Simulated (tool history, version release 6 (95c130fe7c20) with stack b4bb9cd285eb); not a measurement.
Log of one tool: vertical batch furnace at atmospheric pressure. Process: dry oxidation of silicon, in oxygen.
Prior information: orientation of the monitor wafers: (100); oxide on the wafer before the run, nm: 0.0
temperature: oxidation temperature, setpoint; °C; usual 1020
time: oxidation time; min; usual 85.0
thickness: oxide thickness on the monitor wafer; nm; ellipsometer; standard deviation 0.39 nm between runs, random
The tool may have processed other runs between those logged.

run    hour  temperature   time  wafers since the last listed run  hours since the last temperature calibration  hours since the boat lift was adjusted  hours since the gauge calibration  read-back reference wafer on the same gauge, thickness  thickness
  1     0.0         1020   85.0                                 0                                        2534.7                                  3563.4                              221.0                                                   66.58      70.42
  2    23.9         1039   85.0                               328                                        2558.6                                  3587.3                              244.9                                                   66.60      82.80
  3    50.6         1039   85.0                               366                                        2585.3                                  3614.0                              271.6                                                   66.60      82.69
  4    68.4         1039   85.0                               244                                        2603.1                                  3631.8                              289.4                                                   66.62      83.18
  5    97.9         1020   85.0                               404                                        2632.6                                  3661.3                              318.9                                                   66.63      69.89
  6   131.3         1020   85.0                               458                                        2666.0                                  3694.7                              352.3                                                   66.52      70.02
  7   150.3         1020   85.0                               260                                        2685.0                                  3713.7                              371.3                                                   66.58      69.52
  8   173.4         1020   85.0                               317                                        2708.1                                  3736.8                              394.4                                                   66.60      69.89
  9   186.6         1020   85.0                               181                                        2721.3                                  3750.0                              407.6                                                   66.66      70.05
 10   216.3         1020   85.0                               407                                        2751.0                                  3779.7                              437.3                                                   66.56      70.64
 11   233.8         1002   85.0                               240                                        2768.5                                  3797.2                              454.8                                                   66.58      58.85
 12   265.3         1020   98.5                               432                                        2800.0                                  3828.7                              486.3                                                   66.61      76.32
      299.7  -- thermocouples replaced and temperature profile calibrated
 13   300.2         1020   98.5                               149                                           0.5                                  3863.6                              521.2                                                   66.59      77.45
 14   323.0         1020   98.5                               313                                          23.3                                  3886.4                              544.0                                                   66.62      77.75
 15   355.1         1039   98.0                               440                                          55.4                                  3918.5                              576.1                                                   66.63      91.29
 16   378.9         1032   85.0                               326                                          79.2                                  3942.3                              599.9                                                   66.61      78.13
 17   405.8         1020   54.0                               369                                         106.1                                  3969.2                              626.8                                                   66.61      52.22
 18   429.1         1020  114.0                               319                                         129.4                                  3992.5                              650.1                                                   66.65      85.56
 19   461.3         1002   67.0                               442                                         161.6                                  4024.7                              682.3                                                   66.67      50.05
 20   481.6          997  123.0                               278                                         181.9                                  4045.0                              702.6                                                   66.63      72.19
 21   514.0         1020   85.0                               444                                         214.3                                  4077.4                              735.0                                                   66.66      69.54
 22   544.0         1044   63.5                               411                                         244.3                                  4107.4                              765.0                                                   66.57      71.15
 23   579.5         1042  109.0                               487                                         279.8                                  4142.9                              800.5                                                   66.51     100.87
 24   599.8         1005   85.0                               278                                         300.1                                  4163.2                              820.8                                                   66.61      61.53
      604.5  -- gauge calibrated
      648.9  -- boat lift adjusted
 25   649.4         1034  121.0                               351                                         349.7                                     0.5                               44.9                                                   66.65     100.37
 26   655.1         1000   85.0                                78                                         355.4                                     6.2                               50.6                                                   66.56      57.62
 27   678.6         1020   85.0                               322                                         378.9                                    29.7                               74.1                                                   66.55      69.97
 28   698.7         1000  124.0                               275                                         399.0                                    49.8                               94.2                                                   66.56      74.63
 29   718.7         1020   85.0                               274                                         419.0                                    69.8                              114.2                                                   66.55      68.97
 30   750.8         1020   52.5                               440                                         451.1                                   101.9                              146.3                                                   66.59      51.21
 31   778.0         1020  100.0                               373                                         478.3                                   129.1                              173.5                                                   66.62      77.97
 32   792.9         1028  127.5                               204                                         493.2                                   144.0                              188.4                                                   66.58      98.12
 33   821.8         1020   85.0                               396                                         522.1                                   172.9                              217.3                                                   66.57      70.46
 34   852.4         1020   85.0                               420                                         552.7                                   203.5                              247.9                                                   66.65      70.24
 35   867.0         1020   85.0                               200                                         567.3                                   218.1                              262.5                                                   66.62      70.14
 36   899.9         1029  102.5                               451                                         600.2                                   251.0                              295.4                                                   66.63      86.65
 37   924.1         1027  118.0                               332                                         624.4                                   275.2                              319.6                                                   66.57      93.02
 38   947.2         1013   73.5                               317                                         647.5                                   298.3                              342.7                                                   66.62      60.00
 39  1041.2         1006   85.0                              1290                                         741.5                                   392.3                              436.7                                                   66.53      61.31
 40  1061.5         1042  101.5                               278                                         761.8                                   412.6                              457.0                                                   66.58      95.76

Here are 3 independent what-if runs from the current tool condition. What would each one return?
  A  1067.3         1020   85.0                                79                                         767.6                                   418.4                              462.8                                                       ?          ?
  B  1067.3         1020  109.0                                79                                         767.6                                   418.4                              462.8                                                       ?          ?
  C  1067.3         1039   73.5                                79                                         767.6                                   418.4                              462.8                                                       ?          ?

run  read-back reference wafer on the same gauge, thickness  thickness
  A                                                   66.56      70.37
  B                                                   66.56      83.17
  C                                                   66.56      75.65
With the hidden condition removed and each run's random variation left untouched, the same runs would have given:
run  thickness
  A      70.37
  B      83.17
  C      75.65

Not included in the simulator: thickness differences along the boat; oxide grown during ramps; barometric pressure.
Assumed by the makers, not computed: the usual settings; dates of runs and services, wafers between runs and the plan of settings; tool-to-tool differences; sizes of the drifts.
